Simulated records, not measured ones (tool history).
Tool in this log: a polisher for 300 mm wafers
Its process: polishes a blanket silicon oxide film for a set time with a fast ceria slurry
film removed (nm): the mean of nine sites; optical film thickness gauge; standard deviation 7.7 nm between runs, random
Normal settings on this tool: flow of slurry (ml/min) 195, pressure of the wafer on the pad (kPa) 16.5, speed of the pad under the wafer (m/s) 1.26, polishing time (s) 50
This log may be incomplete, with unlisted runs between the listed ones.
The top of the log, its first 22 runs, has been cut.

run,hour,flow of slurry (ml/min),pressure of the wafer on the pad (kPa),speed of the pad under the wafer (m/s),polishing time (s),wafers since the last listed run,wafers polished on this pad,hours since the slurry nozzle was cleaned,hours since the head pressure was calibrated,"incoming thickness of the incoming film, nm",film removed (nm)
23,1584.6,195,14.5,1.08,50,1102,5704,667.6,256.8,2353.7,640.2
24,1646.6,220,16.5,1.26,63,700,6404,729.6,318.8,2345.9,988.0
25,1685.5,195,19.3,1.60,50,439,6843,768.5,357.7,2320.6,1039.9
# hour 1697.9: slurry nozzle cleaned
# hour 1752.4: worn pad replaced by a new one
26,1766.9,145,21.4,1.00,50,862,163,69.0,439.1,2343.2,731.8
27,1850.0,175,18.6,0.88,50,938,1101,152.1,522.2,2313.7,641.1
28,1886.3,195,13.1,0.92,50,409,1511,188.4,558.5,2353.3,535.7
29,1923.1,195,16.5,1.26,50,415,1926,225.2,595.3,2378.5,776.5
30,1999.1,230,16.5,1.26,50,858,2785,301.2,671.3,2349.8,802.2
31,2068.9,220,16.5,1.26,63,788,3573,371.0,741.1,2343.9,1003.8
# hour 2090.1: head pressure recalibrated
32,2145.4,165,14.5,1.26,41,841,4414,447.5,55.3,2369.4,566.2
33,2216.1,195,16.5,0.84,50,798,5212,518.2,126.0,2330.4,589.5
34,2262.5,195,20.0,1.26,44,523,5736,564.6,172.4,2349.6,782.0
# hour 2508.6: worn pad replaced by a new one
35,2539.3,250,11.7,1.56,59,3080,346,841.4,449.2,2311.5,877.5
# hour 2573.1: slurry nozzle cleaned
36,2634.9,230,18.6,1.26,50,1068,1414,61.8,544.8,2312.6,865.6
37,2731.3,195,16.5,1.26,50,1088,2503,158.2,641.2,2338.9,772.2
38,2837.3,215,16.5,0.90,50,1196,3700,264.2,747.2,2364.6,622.4

Forecast each of these 3 alternatives for the next run:
A,2837.7,255,16.5,1.26,50,4,3704,264.6,747.6,2367.5,?
B,2837.7,195,16.5,1.14,63,4,3704,264.6,747.6,2367.5,?
C,2837.7,260,16.5,1.12,50,4,3704,264.6,747.6,2367.5,?

run,film removed (nm)
A,805.9
B,913.0
C,742.3
Without the tool's unlogged condition, the same runs would have read:
run,film removed (nm)
A,805.9
B,913.0
C,742.3
